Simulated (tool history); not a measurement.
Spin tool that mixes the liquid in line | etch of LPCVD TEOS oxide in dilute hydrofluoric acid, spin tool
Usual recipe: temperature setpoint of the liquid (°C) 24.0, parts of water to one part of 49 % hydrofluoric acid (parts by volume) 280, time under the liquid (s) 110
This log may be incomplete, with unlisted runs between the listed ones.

run   hour  temperature setpoint of the liquid (°C)  parts of water to one part of 49 % hydrofluoric acid (parts by volume)  time under the liquid (s)  wafers since the last listed run  hours since the thermometer was replaced  hours since the hydrofluoric acid flow meter was replaced  hours since the gauge calibration  read-back film thickness of the LPCVD TEOS oxide reference wafer, read on the same gauge (nm)  thickness taken off the LPCVD TEOS oxide on a monitor wafer (nm)
  1    0.0                                     24.0                                                                     280                        110                                 0                                    2139.0                                                      857.1                              102.8                                                                                          99.97                                                             13.10
       3.0  -- gauge calibrated
  2    7.1                                     24.0                                                                     280                        110                                73                                    2146.1                                                      864.2                                4.1                                                                                         100.05                                                             13.08
  3   23.8                                     24.0                                                                     340                        110                               173                                    2162.8                                                      880.9                               20.8                                                                                         100.01                                                             10.09
  4   34.9                                     24.0                                                                     340                        110                               115                                    2173.9                                                      892.0                               31.9                                                                                         100.00                                                             10.17
  5   45.0                                     24.0                                                                     340                        110                               104                                    2184.0                                                      902.1                               42.0                                                                                         100.01                                                             10.10
  6   62.4                                     27.0                                                                     280                        110                               180                                    2201.4                                                      919.5                               59.4                                                                                          99.99                                                             14.45
  7   72.0                                     24.0                                                                     280                        110                                99                                    2211.0                                                      929.1                               69.0                                                                                         100.03                                                             12.97
      73.2  -- hydrofluoric acid flow meter replaced
  8   81.7                                     24.0                                                                     280                        110                                90                                    2220.7                                                        8.5                               78.7                                                                                          99.99                                                             14.30
      87.5  -- thermometer replaced
  9   90.7                                     27.5                                                                     280                        110                                82                                       3.2                                                       17.5                               87.7                                                                                         100.01                                                             15.99
 10   99.9                                     26.0                                                                     185                        110                                95                                      12.4                                                       26.7                               96.9                                                                                          99.98                                                             25.58
     112.8  -- gauge calibrated
 11  126.1                                     27.0                                                                     280                        140                               271                                      38.6                                                       52.9                               13.3                                                                                         100.02                                                             19.85
 12  142.0                                     19.5                                                                     280                        110                               164                                      54.5                                                       68.8                               29.2                                                                                         100.01                                                             11.97
 13  158.1                                     24.0                                                                     280                        110                               166                                      70.6                                                       84.9                               45.3                                                                                         100.01                                                             14.00
 14  168.6                                     24.0                                                                     345                        160                               108                                      81.1                                                       95.4                               55.8                                                                                         100.01                                                             15.56
 15  174.7                                     26.5                                                                     180                        150                                63                                      87.2                                                      101.5                               61.9                                                                                          99.95                                                             36.14
 16  191.2                                     28.0                                                                     215                        110                               171                                     103.7                                                      118.0                               78.4                                                                                          99.96                                                             22.50
 17  201.9                                     24.0                                                                     415                        160                               110                                     114.4                                                      128.7                               89.1                                                                                         100.00                                                             12.10
 18  215.9                                     28.0                                                                     175                         70                               145                                     128.4                                                      142.7                              103.1                                                                                         100.01                                                             18.33

For each entry between runs, how does the tool's hidden state at the last listed run before it compare with that at the first listed run after it?
In the gap between runs 1 and 2: gauge calibrated (hour 3.0)
  hydrofluoric acid flow below the setpoint (%): 7.78 -> 7.84
  measured value less the no-hidden-state value, thickness taken off the LPCVD TEOS oxide on a monitor wafer (nm): -1.44 -> -1.45
In the gap between runs 7 and 8: hydrofluoric acid flow meter replaced (hour 73.2)
  hydrofluoric acid flow below the setpoint (%): 8.38 -> 1.77
  measured value less the no-hidden-state value, thickness taken off the LPCVD TEOS oxide on a monitor wafer (nm): -1.55 -> -0.32
In the gap between runs 8 and 9: thermometer replaced (hour 87.5)
  hydrofluoric acid flow below the setpoint (%): 1.77 -> 1.84
  measured value less the no-hidden-state value, thickness taken off the LPCVD TEOS oxide on a monitor wafer (nm): -0.32 -> -0.39
In the gap between runs 10 and 11: gauge calibrated (hour 112.8)
  hydrofluoric acid flow below the setpoint (%): 1.92 -> 2.13
  measured value less the no-hidden-state value, thickness taken off the LPCVD TEOS oxide on a monitor wafer (nm): -0.61 -> -0.57

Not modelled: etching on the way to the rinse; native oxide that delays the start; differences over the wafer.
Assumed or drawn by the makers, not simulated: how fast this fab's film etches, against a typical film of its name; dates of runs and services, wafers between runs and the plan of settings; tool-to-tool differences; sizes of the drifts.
